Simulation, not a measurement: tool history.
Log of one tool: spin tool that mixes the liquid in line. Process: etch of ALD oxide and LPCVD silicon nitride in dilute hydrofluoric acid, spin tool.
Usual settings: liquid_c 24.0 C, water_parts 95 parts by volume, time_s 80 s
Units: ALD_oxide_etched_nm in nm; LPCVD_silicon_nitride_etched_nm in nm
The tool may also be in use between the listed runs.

run	hour	liquid_c	water_parts	time_s	wafers since the last listed run	hours since the thermometer was replaced	hours since the hydrofluoric acid flow meter was replaced	hours since the gauge calibration	read-back film thickness of the ALD oxide reference wafer, read on the same gauge (nm)	read-back film thickness of the LPCVD silicon nitride reference wafer, read on the same gauge (nm)	ALD_oxide_etched_nm	LPCVD_silicon_nitride_etched_nm
1	0.0	24.0	95	95	0	938.2	23.3	262.9	90.02	90.012	26.83	0.705
# hour 7.7: gauge calibrated
2	17.3	24.0	95	95	182	955.5	40.6	9.6	90.01	90.002	26.78	0.656
3	27.5	24.0	95	80	107	965.7	50.8	19.8	90.02	90.014	22.60	0.528
# hour 40.5: hydrofluoric acid flow meter replaced, repeated, since the last time left the tool worse
4	41.5	24.0	95	80	136	979.7	1.0	33.8	89.99	89.994	19.25	0.533
5	52.3	24.0	95	80	113	990.5	11.8	44.6	89.99	90.025	19.11	0.542
6	68.4	24.0	95	80	169	1006.6	27.9	60.7	90.00	89.994	19.17	0.432
7	74.7	24.0	115	80	66	1012.9	34.2	67.0	90.01	90.014	15.50	0.403
8	91.0	27.0	95	80	171	1029.2	50.5	83.3	90.00	89.997	21.54	0.562
9	102.5	24.0	95	45	121	1040.7	62.0	94.8	89.99	90.002	10.82	0.237
10	113.3	25.5	60	80	113	1051.5	72.8	105.6	90.02	89.986	33.50	0.872
11	122.0	19.5	80	80	91	1060.2	81.5	114.3	90.00	90.004	19.41	0.479
12	130.3	24.0	95	80	87	1068.5	89.8	122.6	89.99	89.993	19.26	0.392
# hour 139.7: thermometer replaced
13	140.2	28.0	60	80	93	0.5	99.7	132.5	90.01	90.018	37.30	1.060
14	146.5	24.0	95	80	66	6.8	106.0	138.8	89.99	89.989	19.28	0.562
15	153.7	27.5	140	80	75	14.0	113.2	146.0	90.01	89.997	14.13	0.396

Forecast run 16:
16	159.9	24.0	95	80	65	20.2	119.4	152.2	?	?	?	?

Run 16 gave read-back film thickness of the ALD oxide reference wafer, read on the same gauge (nm) 89.99, read-back film thickness of the LPCVD silicon nitride reference wafer, read on the same gauge (nm) 89.988, ALD_oxide_etched_nm 19.12 nm, LPCVD_silicon_nitride_etched_nm 0.440 nm.
Without the tool's hidden state the same run would have given ALD_oxide_etched_nm 18.96 nm, LPCVD_silicon_nitride_etched_nm 0.437 nm.

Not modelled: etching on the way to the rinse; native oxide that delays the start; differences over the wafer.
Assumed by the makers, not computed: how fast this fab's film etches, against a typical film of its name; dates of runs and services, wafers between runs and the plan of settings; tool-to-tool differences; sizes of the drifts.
